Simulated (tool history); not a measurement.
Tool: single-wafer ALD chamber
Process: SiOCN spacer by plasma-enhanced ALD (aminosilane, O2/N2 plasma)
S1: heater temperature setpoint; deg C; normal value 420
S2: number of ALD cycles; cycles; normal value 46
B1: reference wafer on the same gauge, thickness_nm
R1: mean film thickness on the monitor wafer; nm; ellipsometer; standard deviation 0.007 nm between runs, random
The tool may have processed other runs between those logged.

{"run": 1, "hour": 0.0, "S1": 420, "S2": 46, "B1": 2.514, "R1": 2.731}
{"hour": 20.8, "done": "gauge calibrated"}
{"run": 2, "hour": 51.9, "S1": 420, "S2": 50, "B1": 2.545, "R1": 3.003}
{"run": 3, "hour": 99.2, "S1": 420, "S2": 50, "B1": 2.536, "R1": 2.991}
{"run": 4, "hour": 139.1, "S1": 420, "S2": 41, "B1": 2.531, "R1": 2.456}
{"run": 5, "hour": 174.6, "S1": 420, "S2": 41, "B1": 2.524, "R1": 2.446}
{"run": 6, "hour": 226.0, "S1": 420, "S2": 46, "B1": 2.521, "R1": 2.737}
{"run": 7, "hour": 255.1, "S1": 420, "S2": 46, "B1": 2.517, "R1": 2.727}
{"run": 8, "hour": 280.4, "S1": 420, "S2": 46, "B1": 2.519, "R1": 2.741}
{"run": 9, "hour": 308.1, "S1": 431, "S2": 46, "B1": 2.516, "R1": 2.639}
{"run": 10, "hour": 368.4, "S1": 420, "S2": 46, "B1": 2.516, "R1": 2.73}
{"hour": 407.0, "done": "gauge calibrated"}
{"run": 11, "hour": 419.6, "S1": 413, "S2": 37, "B1": 2.553, "R1": 2.281}
{"run": 12, "hour": 484.2, "S1": 429, "S2": 37, "B1": 2.538, "R1": 2.143}
{"hour": 505.8, "done": "thermocouple changed; heater temperature recalibrated"}
{"run": 13, "hour": 530.6, "S1": 429, "S2": 50, "B1": 2.53, "R1": 2.9}
{"run": 14, "hour": 724.8, "S1": 420, "S2": 46, "B1": 2.517, "R1": 2.737}

Here are 4 independent what-if runs from the current tool condition. What would each one return?
{"run": "A", "hour": 725.3, "S1": 420, "S2": 46, "B1": "?", "R1": "?"}
{"run": "B", "hour": 725.3, "S1": 413, "S2": 53, "B1": "?", "R1": "?"}
{"run": "C", "hour": 725.3, "S1": 416, "S2": 48, "B1": "?", "R1": "?"}
{"run": "D", "hour": 725.3, "S1": 432, "S2": 46, "B1": "?", "R1": "?"}

run=A B1=2.517 R1=2.731
run=B B1=2.517 R1=3.220
run=C B1=2.517 R1=2.888
run=D B1=2.517 R1=2.622
The same runs, with their run-to-run variation unchanged, on a tool lacking any hidden condition would have given:
run=A R1=2.777
run=B R1=3.275
run=C R1=2.937
run=D R1=2.666
